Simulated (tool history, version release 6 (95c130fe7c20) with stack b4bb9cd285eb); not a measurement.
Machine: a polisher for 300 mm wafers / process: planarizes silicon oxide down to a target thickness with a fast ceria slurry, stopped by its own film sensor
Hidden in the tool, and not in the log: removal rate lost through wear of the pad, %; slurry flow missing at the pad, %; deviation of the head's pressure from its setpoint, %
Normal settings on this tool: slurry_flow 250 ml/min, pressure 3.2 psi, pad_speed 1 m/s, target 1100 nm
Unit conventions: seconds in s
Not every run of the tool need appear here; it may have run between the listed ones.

| run | hour | slurry_flow | pressure | pad_speed | target | wafers since the last listed run | wafers polished on this pad | hours since the slurry nozzle was cleaned | hours since the head pressure was calibrated | incoming thickness of the incoming film, nm | seconds |
|---|---|---|---|---|---|---|---|---|---|---|---|
| 1 | 0 | 250 | 3.2 | 1 | 1255 | 0 | 612 | 172.3 | 100.2 | 1980.3 | 44.5 |
|  | 20.9 | slurry nozzle cleaned |
| 2 | 34.4 | 250 | 3.2 | 1 | 1255 | 356 | 969 | 13.5 | 134.6 | 2032.5 | 46.6 |
| 3 | 68.5 | 250 | 3.2 | 1 | 1100 | 364 | 1333 | 47.6 | 168.7 | 1991.9 | 54.4 |
| 4 | 89.3 | 250 | 3.2 | 1 | 1100 | 222 | 1555 | 68.4 | 189.5 | 2002.2 | 56 |
|  | 131.1 | worn pad replaced by a new one |
| 5 | 173.9 | 250 | 3.9 | 1 | 991 | 860 | 456 | 153 | 274.1 | 2005.4 | 52.1 |
| 6 | 203.9 | 250 | 3.2 | 0.74 | 1100 | 320 | 777 | 183 | 304.1 | 2023.4 | 74.5 |
| 7 | 225.2 | 250 | 3.2 | 0.74 | 1100 | 227 | 1004 | 204.3 | 325.4 | 1988.5 | 74.9 |
|  | 242.8 | slurry nozzle cleaned |
| 8 | 277.2 | 250 | 3.2 | 0.74 | 1100 | 544 | 1549 | 34.4 | 377.4 | 1999.7 | 73.4 |
| 9 | 296.7 | 250 | 3.2 | 1.12 | 986 | 208 | 1757 | 53.9 | 396.9 | 1962.9 | 55.1 |
|  | 305.6 | worn pad replaced by a new one |
| 10 | 317.1 | 250 | 3.2 | 1.12 | 986 | 175 | 123 | 74.3 | 417.3 | 2002.3 | 52.5 |
| 11 | 331.2 | 250 | 3.2 | 1.12 | 986 | 150 | 273 | 88.4 | 431.4 | 1986.4 | 52.6 |
| 12 | 363.7 | 250 | 3.2 | 1 | 1100 | 347 | 620 | 120.9 | 463.9 | 1980.4 | 51.6 |
|  | 383.2 | head pressure recalibrated |
| 13 | 386.7 | 250 | 3.2 | 1 | 1100 | 224 | 845 | 143.9 | 3.5 | 1984.2 | 52.9 |
| 14 | 414.3 | 250 | 3.2 | 1 | 1100 | 294 | 1139 | 171.5 | 31.1 | 1987.8 | 55.6 |
| 15 | 435.1 | 215 | 3.2 | 1 | 1100 | 222 | 1362 | 192.3 | 51.9 | 1998.7 | 59.1 |
|  | 444.3 | slurry nozzle cleaned |
| 16 | 450.6 | 215 | 3.2 | 1 | 1100 | 154 | 1516 | 6.3 | 67.4 | 1992.9 | 56.7 |
|  | 467.8 | worn pad replaced by a new one |
| 17 | 534.8 | 250 | 3.2 | 1 | 1100 | 856 | 715 | 90.5 | 151.6 | 1980.5 | 52.3 |
| 18 | 561.4 | 250 | 4.1 | 0.82 | 935 | 284 | 999 | 117.1 | 178.2 | 2002.6 | 65.9 |
| 19 | 581.9 | 250 | 3.2 | 0.9 | 819 | 218 | 1218 | 137.6 | 198.7 | 2041.8 | 85.2 |
| 20 | 595.8 | 285 | 2.8 | 1 | 1100 | 148 | 1367 | 151.5 | 212.6 | 1994.6 | 61 |
| 21 | 608.3 | 250 | 2.4 | 1 | 1100 | 133 | 1500 | 164 | 225.1 | 2034.3 | 74 |
|  | 630.9 | worn pad replaced by a new one |
| 22 | 634.6 | 250 | 3.2 | 1 | 1100 | 238 | 39 | 190.3 | 251.4 | 2001.2 | 53.5 |
| 23 | 650.7 | 180 | 3.9 | 1.22 | 923 | 171 | 211 | 206.4 | 267.5 | 1996.2 | 51.1 |
|  | 677.3 | slurry nozzle cleaned |
| 24 | 679 | 180 | 3.9 | 1 | 1325 | 291 | 502 | 1.7 | 295.8 | 2013.9 | 36.8 |
| 25 | 691.6 | 250 | 4.2 | 1 | 1100 | 134 | 637 | 14.3 | 308.4 | 1964 | 42.7 |
| 26 | 719.6 | 250 | 3.2 | 1 | 1100 | 299 | 936 | 42.3 | 336.4 | 2033 | 55.9 |
| 27 | 739.5 | 330 | 3.2 | 0.9 | 1100 | 212 | 1148 | 62.2 | 356.3 | 1979 | 56.9 |
| 28 | 759.1 | 280 | 3.2 | 1 | 1100 | 209 | 1358 | 81.8 | 375.9 | 1989.8 | 55 |
| 29 | 772 | 170 | 2.5 | 1 | 1100 | 137 | 1496 | 94.7 | 388.8 | 1988.6 | 69.7 |
|  | 790.8 | worn pad replaced by a new one |
| 30 | 797.6 | 250 | 3.2 | 0.86 | 1100 | 230 | 72 | 120.3 | 414.4 | 1986 | 58.4 |
| 31 | 824.3 | 250 | 3.2 | 1 | 1100 | 285 | 357 | 147 | 441.1 | 1974.1 | 52.7 |
| 32 | 841.9 | 250 | 3.2 | 0.7 | 1100 | 187 | 545 | 164.6 | 458.7 | 1999.3 | 73.3 |
|  | 847.8 | head pressure recalibrated |
| 33 | 867.2 | 250 | 3.2 | 1 | 1100 | 248 | 794 | 189.9 | 19.4 | 1983.6 | 54.8 |
| 34 | 903.1 | 250 | 3.2 | 0.74 | 1100 | 383 | 1177 | 225.8 | 55.3 | 2006.3 | 79.1 |

Here are 3 independent what-if runs from the current tool condition. What would each one return?
| A | 903.5 | 250 | 3.2 | 1.22 | 1100 | 4 | 1181 | 226.2 | 55.7 | 1983.9 | ? |
| B | 903.5 | 210 | 2.4 | 0.74 | 1302 | 4 | 1181 | 226.2 | 55.7 | 1983.9 | ? |
| C | 903.5 | 185 | 2.8 | 1.34 | 1217 | 4 | 1181 | 226.2 | 55.7 | 1983.9 | ? |

| run | seconds |
|---|---|
| A | 49.3 |
| B | 74.9 |
| C | 46.1 |
Without the tool's unlogged condition, the same runs would have read:
| run | seconds |
|---|---|
| A | 41.1 |
| B | 61.4 |
| C | 37.2 |
